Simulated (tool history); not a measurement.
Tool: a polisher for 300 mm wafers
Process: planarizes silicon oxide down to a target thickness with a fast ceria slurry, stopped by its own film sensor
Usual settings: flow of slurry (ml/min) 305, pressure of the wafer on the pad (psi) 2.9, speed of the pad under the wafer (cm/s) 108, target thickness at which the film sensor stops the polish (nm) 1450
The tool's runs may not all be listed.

run   hour  flow of slurry (ml/min)  pressure of the wafer on the pad (psi)  speed of the pad under the wafer (cm/s)  target thickness at which the film sensor stops the polish (nm)  incoming thickness of the incoming film, nm  time until the film sensor stopped the polish (s)
  1    0.0                      305                                     3.2                                      108                                                             1450                                       2223.4                                               33.2
      54.5  -- slurry nozzle cleaned
  2   57.8                      305                                     3.2                                      108                                                             1450                                       2291.7                                               38.3
      72.7  -- worn pad replaced by a new one
  3   84.6                      305                                     3.2                                      108                                                             1450                                       2259.2                                               34.9
  4  121.0                      305                                     2.9                                      108                                                             1450                                       2240.9                                               37.3
  5  145.6                      305                                     2.9                                      108                                                             1450                                       2252.2                                               39.1
     184.4  -- worn pad replaced by a new one
  6  198.0                      305                                     2.9                                      108                                                             1450                                       2202.9                                               35.3
  7  236.0                      305                                     2.9                                      128                                                             1450                                       2257.3                                               33.4

The next listed run, before its measurement:
  8  263.9                      265                                     2.9                                      108                                                             1450                                       2260.2                                                  ?

time until the film sensor stopped the polish (s): 39.6
Without the tool's hidden state the same run would have given time until the film sensor stopped the polish (s) 38.6.
